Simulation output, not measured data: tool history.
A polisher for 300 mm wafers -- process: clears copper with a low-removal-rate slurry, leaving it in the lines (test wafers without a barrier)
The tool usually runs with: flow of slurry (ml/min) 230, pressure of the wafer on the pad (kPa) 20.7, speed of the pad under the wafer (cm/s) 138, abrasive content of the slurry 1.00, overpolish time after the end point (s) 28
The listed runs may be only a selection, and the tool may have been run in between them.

| run | hour | flow of slurry (ml/min) | pressure of the wafer on the pad (kPa) | speed of the pad under the wafer (cm/s) | abrasive content of the slurry | overpolish time after the end point (s) | incoming thickness of the incoming film, nm | time until the end point was called (s) | dishing of a wide line in a test structure (angstrom) |
|---|---|---|---|---|---|---|---|---|---|
| 1 | 0.0 | 230 | 20.7 | 138 | 1.00 | 28 | 547.8 | 146.5 | 311 |
| 2 | 48.9 | 230 | 20.7 | 138 | 1.00 | 28 | 542.6 | 149.1 | 320 |
| 3 | 115.8 | 230 | 20.7 | 168 | 1.20 | 28 | 553.2 | 125.2 | 331 |
| 4 | 142.4 | 230 | 23.4 | 138 | 1.00 | 28 | 540.8 | 139.1 | 320 |
| 5 | 194.2 | 230 | 23.4 | 138 | 1.00 | 28 | 543.6 | 138.7 | 319 |
| 6 | 239.8 | 230 | 23.4 | 138 | 1.00 | 28 | 548.6 | 139.4 | 319 |
| 7 | 290.1 | 230 | 20.7 | 138 | 1.00 | 28 | 546.5 | 144.6 | 313 |
| 8 | 354.7 | 230 | 20.7 | 138 | 1.00 | 28 | 542.0 | 150.1 | 306 |
| 9 | 423.1 | 230 | 20.7 | 138 | 1.00 | 28 | 543.8 | 149.1 | 315 |
| 10 | 570.1 | 230 | 20.7 | 138 | 1.00 | 28 | 546.6 | 148.2 | 311 |
| 11 | 628.7 | 230 | 20.7 | 138 | 1.00 | 28 | 550.1 | 152.1 | 317 |
| 12 | 695.2 | 230 | 20.7 | 138 | 1.00 | 28 | 536.9 | 143.4 | 319 |
| 13 | 731.6 | 230 | 20.7 | 138 | 1.00 | 28 | 547.9 | 149.1 | 316 |
| 14 | 772.9 | 230 | 17.2 | 138 | 1.00 | 16 | 546.8 | 161.6 | 249 |
| 15 | 829.5 | 195 | 20.7 | 138 | 1.00 | 28 | 551.3 | 150.8 | 309 |
| 16 | 878.9 | 230 | 20.7 | 138 | 0.85 | 28 | 554.2 | 154.9 | 315 |
| 17 | 906.8 | 300 | 20.7 | 138 | 0.75 | 45 | 536.4 | 148.3 | 334 |
| 18 | 950.7 | 230 | 20.7 | 138 | 0.85 | 28 | 541.2 | 152.1 | 316 |
| 19 | 1005.4 | 230 | 15.9 | 138 | 1.00 | 28 | 540.6 | 173.0 | 299 |
| 20 | 1059.9 | 230 | 20.7 | 138 | 1.00 | 28 | 540.5 | 150.3 | 321 |
| 21 | 1103.7 | 295 | 20.7 | 138 | 1.00 | 22 | 550.3 | 145.8 | 294 |
| 22 | 1153.4 | 200 | 20.7 | 138 | 1.00 | 28 | 541.7 | 148.4 | 311 |
| 23 | 1218.5 | 285 | 24.8 | 138 | 1.00 | 28 | 553.8 | 132.2 | 322 |
| 24 | 1293.6 | 230 | 20.7 | 138 | 0.85 | 28 | 540.9 | 151.7 | 309 |
| 25 | 1349.6 | 165 | 20.7 | 124 | 0.75 | 39 | 536.1 | 182.3 | 322 |
| 26 | 1397.5 | 230 | 23.4 | 138 | 1.00 | 28 | 545.2 | 135.4 | 319 |

Withheld: 14 entries from between the runs. Position of each, and hidden state at the listed run before versus the listed run after:
From run 4 to run 5: worn pad replaced by a new one (hour 186.4)
  nothing in the hidden state changes from one run to the other
From run 5 to run 6: slurry blender recalibrated (hour 208.9)
  nothing in the hidden state changes from one run to the other
From run 7 to run 8: slurry nozzle cleaned (hour 306.4); head pressure recalibrated (hour 338.0)
  nothing in the hidden state changes from one run to the other
From run 9 to run 10: worn pad replaced by a new one (hour 460.4); slurry blender recalibrated (hour 466.6)
  nothing in the hidden state changes from one run to the other
From run 12 to run 13: worn pad replaced by a new one (hour 728.7)
  nothing in the hidden state changes from one run to the other
From run 13 to run 14: slurry blender recalibrated (hour 737.1)
  nothing in the hidden state changes from one run to the other
From run 16 to run 17: head pressure recalibrated (hour 896.5)
  nothing in the hidden state changes from one run to the other
From run 17 to run 18: slurry nozzle cleaned (hour 939.7)
  nothing in the hidden state changes from one run to the other
From run 18 to run 19: worn pad replaced by a new one (hour 967.8)
  nothing in the hidden state changes from one run to the other
From run 19 to run 20: slurry blender recalibrated (hour 1015.8)
  nothing in the hidden state changes from one run to the other
From run 23 to run 24: worn pad replaced by a new one (hour 1263.6); slurry blender recalibrated (hour 1270.1)
  nothing in the hidden state changes from one run to the other
